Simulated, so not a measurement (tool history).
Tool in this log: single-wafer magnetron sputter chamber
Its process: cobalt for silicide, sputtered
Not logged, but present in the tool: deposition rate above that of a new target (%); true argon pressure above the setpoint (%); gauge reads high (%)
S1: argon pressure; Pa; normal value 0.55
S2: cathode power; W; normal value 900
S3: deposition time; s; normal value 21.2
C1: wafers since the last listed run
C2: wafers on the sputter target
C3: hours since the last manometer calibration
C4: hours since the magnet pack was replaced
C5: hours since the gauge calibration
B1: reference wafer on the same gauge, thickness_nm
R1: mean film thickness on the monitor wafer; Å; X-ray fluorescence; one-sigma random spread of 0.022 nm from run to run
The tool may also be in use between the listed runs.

run,day,S1,S2,S3,C1,C2,C3,C4,C5,B1,R1
1,0,0.685,900,21.2,0,4484,1827.6,9103.2,177.6,10.121,90.98
2,0.292,0.55,900,18.2,255,4739,1834.6,9110.2,184.6,10.128,82.87
3,0.704,0.55,900,21.2,361,5101,1844.5,9120.1,194.5,10.125,96.98
4,0.954,0.55,900,21.2,219,5320,1850.5,9126.1,200.5,10.121,96.69
5,1.488,0.55,900,21.2,467,5787,1863.3,9138.9,213.3,10.117,97.03
6,2.229,0.55,900,21.2,649,6437,1881.1,9156.7,231.1,10.122,97.22
# day 2.862: sputter target and shields replaced
7,2.883,0.55,900,21.2,281,18,1896.8,9172.4,246.8,10.121,97.04
8,3.383,0.55,900,21.2,438,456,1908.8,9184.4,258.8,10.117,97.01
9,4.092,0.66,900,21.2,620,1077,1925.8,9201.4,275.8,10.117,91.74
10,4.8,0.66,900,21.2,620,1697,1942.8,9218.4,292.8,10.122,92.24
11,5.362,0.66,900,21.2,492,2190,1956.3,9231.9,306.3,10.117,92.1
12,6.025,0.603,900,21.2,580,2771,1972.2,9247.8,322.2,10.122,94.47
13,6.579,0.626,900,21.2,485,3257,1985.5,9261.1,335.5,10.117,93.46
14,7.312,0.626,900,21.2,642,3899,2003.1,9278.7,353.1,10.119,93.71
15,8.054,0.55,900,19.4,649,4549,2020.9,9296.5,370.9,10.116,89.04
16,8.783,0.753,1100,17.5,639,5188,2038.4,9314,388.4,10.116,89.13
# day 8.938: gauge calibrated
17,9.458,0.55,700,18.3,591,5780,2054.6,9330.2,12.5,10.126,65.03
# day 10.571: capacitance manometer re-zeroed and calibrated
# day 11.038: sputter target and shields replaced
18,11.058,0.55,800,22.5,817,17,11.7,9368.6,50.9,10.123,91.06
19,11.388,0.426,900,21.2,288,306,19.6,9376.5,58.8,10.119,102.88
20,11.904,0.55,800,21.2,452,758,32,9388.9,71.2,10.118,86.19
21,12.354,0.55,850,21.2,394,1153,42.8,9399.7,82,10.122,91.33
22,13.096,0.55,700,18.3,649,1803,60.6,9417.5,99.8,10.119,65.12
# day 13.708: magnet pack replaced
23,13.729,0.619,1000,18.8,262,2066,75.8,0.5,115,10.126,92.51
24,14.346,0.34,900,23.6,540,2606,90.6,15.3,129.8,10.122,119.05
25,14.754,0.55,900,21.2,357,2964,100.4,25.1,139.6,10.119,96.76
26,15.088,0.628,800,17.8,292,3256,108.4,33.1,147.6,10.116,69.89
27,15.588,0.489,1050,22.7,438,3694,120.4,45.1,159.6,10.118,124.45
28,15.862,0.55,900,21.2,241,3935,127,51.7,166.2,10.121,96.87
29,16.512,0.469,750,18.9,569,4505,142.6,67.3,181.8,10.121,74.89
30,17.167,0.645,1100,25.4,573,5078,158.3,83,197.5,10.114,136.25
31,17.646,0.76,850,21.2,419,5498,169.8,94.5,209,10.119,83.59

Hidden state at the last listed run before each entry between runs and at the first one after, where it differs:
After run 6, before run 7: sputter target and shields replaced (day 2.862)
  the hidden state is the same at both runs
After run 16, before run 17: gauge calibrated (day 8.938)
  the hidden state is the same at both runs
After run 17, before run 18: capacitance manometer re-zeroed and calibrated (day 10.571); sputter target and shields replaced (day 11.038)
  the hidden state is the same at both runs
After run 22, before run 23: magnet pack replaced (day 13.708)
  the hidden state is the same at both runs

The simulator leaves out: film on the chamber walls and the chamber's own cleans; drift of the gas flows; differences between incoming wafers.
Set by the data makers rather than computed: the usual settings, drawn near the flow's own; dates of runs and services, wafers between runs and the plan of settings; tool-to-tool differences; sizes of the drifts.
